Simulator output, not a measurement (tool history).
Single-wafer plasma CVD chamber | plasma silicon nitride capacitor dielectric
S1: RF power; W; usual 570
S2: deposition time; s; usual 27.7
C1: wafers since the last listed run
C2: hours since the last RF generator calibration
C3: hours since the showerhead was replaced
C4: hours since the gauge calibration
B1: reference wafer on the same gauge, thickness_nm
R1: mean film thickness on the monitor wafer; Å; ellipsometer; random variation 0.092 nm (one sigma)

run     day   S1    S2    C1     C2      C3      C4      B1      R1
  1       0  570  27.7     0  143.3  5593.2   110.6  37.911  443.47
  2   1.904  570  27.7   609    189  5638.9   156.3  37.904  443.98
  3   4.146  570  27.7   717  242.8  5692.7   210.1  37.867  443.18
  4   6.629  630  27.7   794  302.4  5752.3   269.7   37.89  453.31
  5   8.958  630  27.7   745  358.3  5808.2   325.6  37.905     451
  6  11.204  570  27.7   718  412.2  5862.1   379.5  37.864  440.33
  7  13.942  570  27.7   875  477.9  5927.8   445.2  37.885  441.67
  8  15.817  570  27.7   599  522.9  5972.8   490.2  37.877  441.97
  9  17.208  570  27.7   445  556.3  6006.2   523.6  37.901   441.2
 10  19.025  570  27.7   581  599.9  6049.8   567.2  37.901  441.11
 11  21.371  570  27.7   750  656.2  6106.1   623.5  37.878   440.9
 12  24.292  570  27.7   934  726.3  6176.2   693.6  37.911  438.91
 13  26.112  570  27.7   582    770  6219.9   737.3  37.893  440.93
 14  28.254  570  27.7   685  821.4  6271.3   788.7  37.879  440.17
 15  29.933  570  27.7   537  861.7  6311.6     829  37.907  438.91
     30.362  -- RF generator calibrated
 16  31.233  655  30.2   309   20.9  6342.8   860.2  37.917  488.12
 17  34.029  605  30.5   894     88  6409.9   927.3  37.877  485.53
     35.442  -- showerhead replaced
 18  35.575  540  29.7   387  125.1     3.2   964.4  37.909  461.19
 19  37.517  520  24.1   621  171.7    49.8    1011  37.897  371.21
     38.508  -- RF generator calibrated, repeated, since the last time left the tool worse
 20  39.029  530  24.6   377   12.5    86.1  1047.3  37.898  387.56
     40.383  -- gauge calibrated
 21  40.562  530  24.3   490   49.3   122.9     4.3  37.908  382.68
 22  43.062  465  29.8   799  109.3   182.9    64.3  37.895  456.49
 23  50.696  500  25.7  2441  292.5   366.1   247.5  37.892   398.9
 24  52.404  570  27.7   546  333.5   407.1   288.5  37.914  442.25
 25  53.917  570  27.7   483  369.8   443.4   324.8  37.882  442.25
 26  56.629  570  27.7   867  434.9   508.5   389.9  37.901   441.1
 27  58.033  535  27.7   449  468.6   542.2   423.6  37.875  436.12
 28  60.721  685  31.3   859  533.1   606.7   488.1  37.891  517.93
 29  61.983  650  25.9   403  563.4     637   518.4  37.908  423.42
 30  63.196  530  25.9   387  592.5   666.1   547.5   37.92  404.72
 31  64.358  510  30.2   371  620.4     694   575.4  37.912  468.03

Hidden state or all else? Some run-to-run changes of R1, split into what the settings, what came in and random variation would give without the hidden state, and what is left for the hidden state (with any gauge scatter that isn't in both results):
The hidden state here: delivered RF power above the setpoint (%); gauge reads high (%).
Run 15 -> 16: S1 570 -> 655, S2 27.7 -> 30.2, RF generator calibrated. R1 +49.21 Å: hidden state -4.2, all else +53.41.
Run 18 -> 19: S1 540 -> 520, S2 29.7 -> 24.1. R1 -89.98 Å: hidden state +1.69, all else -91.67.
Run 19 -> 20: S1 520 -> 530, S2 24.1 -> 24.6, RF generator calibrated, repeated, since the last time left the tool worse. R1 +16.35 Å: hidden state +7.95, all else +8.4.
Run 27 -> 28: S1 535 -> 685, S2 27.7 -> 31.3. R1 +81.81 Å: hidden state -1.12, all else +82.93.
Run 28 -> 29: S1 685 -> 650, S2 31.3 -> 25.9. R1 -94.51 Å: hidden state +0.63, all else -95.14.

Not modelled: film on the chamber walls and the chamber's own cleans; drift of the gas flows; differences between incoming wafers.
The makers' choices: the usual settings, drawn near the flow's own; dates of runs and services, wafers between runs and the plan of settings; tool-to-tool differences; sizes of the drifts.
